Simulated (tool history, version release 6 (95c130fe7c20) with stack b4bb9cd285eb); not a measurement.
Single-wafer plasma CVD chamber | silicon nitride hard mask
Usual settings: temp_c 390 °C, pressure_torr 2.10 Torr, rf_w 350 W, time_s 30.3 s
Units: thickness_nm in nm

| run | hour | temp_c | pressure_torr | rf_w | time_s | read-back reference wafer on the same gauge, thickness_nm | thickness_nm |
|---|---|---|---|---|---|---|---|
| 1 | 0.0 | 390 | 2.10 | 350 | 30.3 | 34.300 | 38.686 |
| 2 | 11.9 | 390 | 2.10 | 350 | 30.3 | 34.288 | 38.639 |
| 3 | 28.9 | 390 | 2.10 | 350 | 30.3 | 34.306 | 38.692 |
| 4 | 35.3 | 390 | 2.10 | 350 | 30.3 | 34.294 | 38.573 |
| 5 | 46.4 | 390 | 2.10 | 350 | 30.3 | 34.280 | 38.479 |
| 6 | 55.6 | 390 | 2.10 | 350 | 30.3 | 34.310 | 38.450 |
| 7 | 72.4 | 390 | 2.10 | 350 | 30.3 | 34.296 | 38.487 |
| 8 | 85.0 | 390 | 2.10 | 350 | 30.3 | 34.287 | 38.454 |
| 9 | 101.6 | 390 | 2.10 | 310 | 30.3 | 34.297 | 36.253 |
| 10 | 115.3 | 390 | 2.30 | 350 | 34.1 | 34.286 | 44.506 |
|  | 125.4 | capacitance manometer re-zeroed and calibrated |
| 11 | 152.9 | 390 | 2.30 | 350 | 34.1 | 34.304 | 44.294 |
|  | 159.6 | gauge calibrated |
| 12 | 161.9 | 390 | 2.10 | 350 | 30.3 | 34.305 | 38.287 |
| 13 | 178.2 | 390 | 2.10 | 350 | 30.3 | 34.286 | 38.180 |
| 14 | 185.4 | 395 | 2.10 | 280 | 30.3 | 34.311 | 34.137 |
| 15 | 197.0 | 390 | 2.10 | 350 | 30.3 | 34.306 | 38.085 |
| 16 | 208.0 | 390 | 2.10 | 350 | 30.3 | 34.307 | 38.052 |
|  | 219.8 | RF generator calibrated |
| 17 | 220.3 | 390 | 2.10 | 350 | 30.3 | 34.306 | 39.204 |
| 18 | 225.7 | 380 | 1.62 | 350 | 34.4 | 34.312 | 40.641 |

Run 19 comes next. What will it give?
|  | 239.8 | thermocouple changed; heater temperature recalibrated |
| 19 | 240.3 | 377 | 2.29 | 380 | 30.3 | ? | ? |

Run 19 gave read-back reference wafer on the same gauge, thickness_nm 34.288, thickness_nm 42.063 nm.
Without the tool's hidden state the same run would have given thickness_nm 42.240 nm.

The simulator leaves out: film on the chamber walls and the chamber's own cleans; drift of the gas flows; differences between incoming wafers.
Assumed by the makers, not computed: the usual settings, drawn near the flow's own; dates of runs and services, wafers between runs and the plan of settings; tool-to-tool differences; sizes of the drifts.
